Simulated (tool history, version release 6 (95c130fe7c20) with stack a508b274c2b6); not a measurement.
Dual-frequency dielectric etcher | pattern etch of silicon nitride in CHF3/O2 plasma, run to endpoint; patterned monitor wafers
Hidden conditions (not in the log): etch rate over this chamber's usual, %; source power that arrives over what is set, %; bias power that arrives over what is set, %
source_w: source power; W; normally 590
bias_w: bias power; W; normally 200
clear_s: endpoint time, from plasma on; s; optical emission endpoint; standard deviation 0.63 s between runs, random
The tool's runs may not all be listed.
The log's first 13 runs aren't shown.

run	hour	source_w	bias_w	wafers since the last listed run	hours since the last wet clean	hours since the last source power generator calibration	hours since the last bias power generator calibration	hours since the last upper electrode change	incoming incoming film thickness, nm	clear_s
14	1119.2	590	174	568	493.1	3392.6	2021.7	397.9	112.5	83.5
15	1195.4	590	174	828	569.3	3468.8	2097.9	474.1	111.2	84.3
16	1271.6	690	178	828	645.5	3545	2174.1	550.3	112.4	80.7
17	1315.3	590	155	475	689.2	3588.7	2217.8	594	112.2	89.2
# hour 1347.3: source power generator calibrated
# hour 1357.4: bias power generator calibrated
# hour 1388: wet clean of the chamber
18	1388.5	590	179	447	0.5	41.2	31.1	667.2	113.2	83.8
19	1404.1	460	200	169	16.1	56.8	46.7	682.8	112.5	86.5
20	1492.7	670	182	963	104.7	145.4	135.3	771.4	112.9	80.6
21	1547.1	450	245	591	159.1	199.8	189.7	825.8	112.2	80.7
22	1593.7	720	167	506	205.7	246.4	236.3	872.4	111.1	79.7
23	1658.3	590	200	702	270.3	311	300.9	937	113.1	80.1
24	1752.4	590	200	1023	364.4	405.1	395	1031.1	112.4	81.2
25	1839.4	590	200	945	451.4	492.1	482	1118.1	111.2	79.9
26	1926.4	710	222	945	538.4	579.1	569	1205.1	111.8	71.2
27	2021.9	590	157	1038	633.9	674.6	664.5	1300.6	111.1	86.1
28	2065.9	590	200	478	677.9	718.6	708.5	1344.6	111.6	79.6
# hour 2160.7: wet clean of the chamber
29	2173.6	480	200	909	12.9	826.3	816.2	1452.3	111.6	85.1
30	2239.4	640	179	715	78.7	892.1	882	1518.1	112.2	81.3
31	2279.2	480	247	432	118.5	931.9	921.8	1557.9	110.4	76.9
32	2338.7	590	200	646	178	991.4	981.3	1617.4	111.9	80.3
33	2423.6	590	165	923	262.9	1076.3	1066.2	1702.3	112.1	86.1
34	2496.2	590	163	789	335.5	1148.9	1138.8	1774.9	112.4	87.2
35	2576.4	590	200	871	415.7	1229.1	1219	1855.1	112	80.1
36	2634.3	590	200	629	473.6	1287	1276.9	1913	112.1	80.3

3 options for the next run, each taken on its own from the tool as it stands now. Forecast them:
A	2634.7	590	200	4	474	1287.4	1277.3	1913.4	111.8	?
B	2634.7	650	172	4	474	1287.4	1277.3	1913.4	111.8	?
C	2634.7	730	224	4	474	1287.4	1277.3	1913.4	111.8	?

run	clear_s
A	80.2
B	82.4
C	71.5
Without the tool's unlogged condition, the same runs would have read:
run	clear_s
A	80.2
B	82.4
C	71.5
